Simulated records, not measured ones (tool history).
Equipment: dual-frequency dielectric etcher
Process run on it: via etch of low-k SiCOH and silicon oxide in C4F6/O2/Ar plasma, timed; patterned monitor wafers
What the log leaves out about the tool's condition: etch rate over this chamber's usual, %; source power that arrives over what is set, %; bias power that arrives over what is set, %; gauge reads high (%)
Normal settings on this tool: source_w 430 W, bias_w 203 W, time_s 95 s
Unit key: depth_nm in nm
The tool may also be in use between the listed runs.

run	hour	source_w	bias_w	time_s	wafers since the last listed run	hours since the last wet clean	hours since the last source power generator calibration	hours since the last bias power generator calibration	hours since the last upper electrode change	hours since the gauge calibration	read-back reference wafer on the same gauge, depth_nm	depth_nm
1	0	370	203	95	0	370.3	3060.9	1128	106.4	872.1	257.9	246.5
2	22.5	430	203	95	130	392.8	3083.4	1150.5	128.9	894.6	258.1	261.6
# hour 92.3: wet clean of the chamber
3	92.8	430	203	95	268	0.5	3153.7	1220.8	199.2	964.9	257.8	251.5
4	93.2	430	203	95	2	0.9	3154.1	1221.2	199.6	965.3	258.2	254.9
5	108.2	380	203	95	86	15.9	3169.1	1236.2	214.6	980.3	258	241.5
6	132.1	430	203	95	138	39.8	3193	1260.1	238.5	1004.2	258.2	254.6
7	159.1	430	203	67	156	66.8	3220	1287.1	265.5	1031.2	257.9	177.5
8	186.3	430	203	67	157	94	3247.2	1314.3	292.7	1058.4	258	179.5
9	237.9	480	203	70	298	145.6	3298.8	1365.9	344.3	1110	257.8	197.7
10	256.1	500	176	112	105	163.8	3317	1384.1	362.5	1128.2	258	297.4
11	287.9	470	242	84	184	195.6	3348.8	1415.9	394.3	1160	257.8	255.8
12	307.9	430	203	95	115	215.6	3368.8	1435.9	414.3	1180	257.7	256.8
13	327.5	430	222	95	113	235.2	3388.4	1455.5	433.9	1199.6	257.9	270.8
14	354.1	470	203	115	154	261.8	3415	1482.1	460.5	1226.2	258	324
15	376.9	430	203	95	132	284.6	3437.8	1504.9	483.3	1249	258.1	258.3
# hour 407.1: gauge calibrated
16	468.8	430	252	95	532	376.5	3529.7	1596.8	575.2	61.7	258	288.9
# hour 485.4: bias power generator calibrated
# hour 493.2: wet clean of the chamber
17	493.7	430	203	95	75	0.5	3554.6	8.3	600.1	86.6	257.9	255
18	513.4	340	181	67.5	114	20.2	3574.3	28	619.8	106.3	258.2	156
# hour 519.3: source power generator calibrated
19	544.5	430	203	95	156	51.3	25.2	59.1	650.9	137.4	258.2	255.3
20	579.9	480	170	95	205	86.7	60.6	94.5	686.3	172.8	257.9	243.4
21	597.7	430	203	75.5	103	104.5	78.4	112.3	704.1	190.6	258.1	203.8
22	614	430	203	95	94	120.8	94.7	128.6	720.4	206.9	258.1	256.3
23	637	390	241	95	133	143.8	117.7	151.6	743.4	229.9	257.9	271
24	666.3	430	183	95	169	173.1	147	180.9	772.7	259.2	257.8	245.9
25	697.9	470	185	116.5	183	204.7	178.6	212.5	804.3	290.8	258	312.8
26	724.5	430	174	112.5	154	231.3	205.2	239.1	830.9	317.4	257.9	283.3
27	736.8	490	172	78.5	71	243.6	217.5	251.4	843.2	329.7	258	207.4
28	772.3	340	203	118.5	205	279.1	253	286.9	878.7	365.2	258.1	298.4
29	786.6	430	203	85	82	293.4	267.3	301.2	893	379.5	258	234
30	814.3	430	161	112	160	321.1	295	328.9	920.7	407.2	258	273.4

Forecast each of these 4 alternatives for the next run:
A	814.7	430	203	95	2	321.5	295.4	329.3	921.1	407.6	?	?
B	814.7	370	162	95	2	321.5	295.4	329.3	921.1	407.6	?	?
C	814.7	510	179	113.5	2	321.5	295.4	329.3	921.1	407.6	?	?
D	814.7	470	203	95	2	321.5	295.4	329.3	921.1	407.6	?	?

run	read-back reference wafer on the same gauge, depth_nm	depth_nm
A	257.9	263.7
B	257.9	221.6
C	257.9	315.5
D	257.9	272.7
Had the tool no hidden state, the same runs would have come out as:
run	depth_nm
A	256.3
B	215.5
C	306.7
D	265.1

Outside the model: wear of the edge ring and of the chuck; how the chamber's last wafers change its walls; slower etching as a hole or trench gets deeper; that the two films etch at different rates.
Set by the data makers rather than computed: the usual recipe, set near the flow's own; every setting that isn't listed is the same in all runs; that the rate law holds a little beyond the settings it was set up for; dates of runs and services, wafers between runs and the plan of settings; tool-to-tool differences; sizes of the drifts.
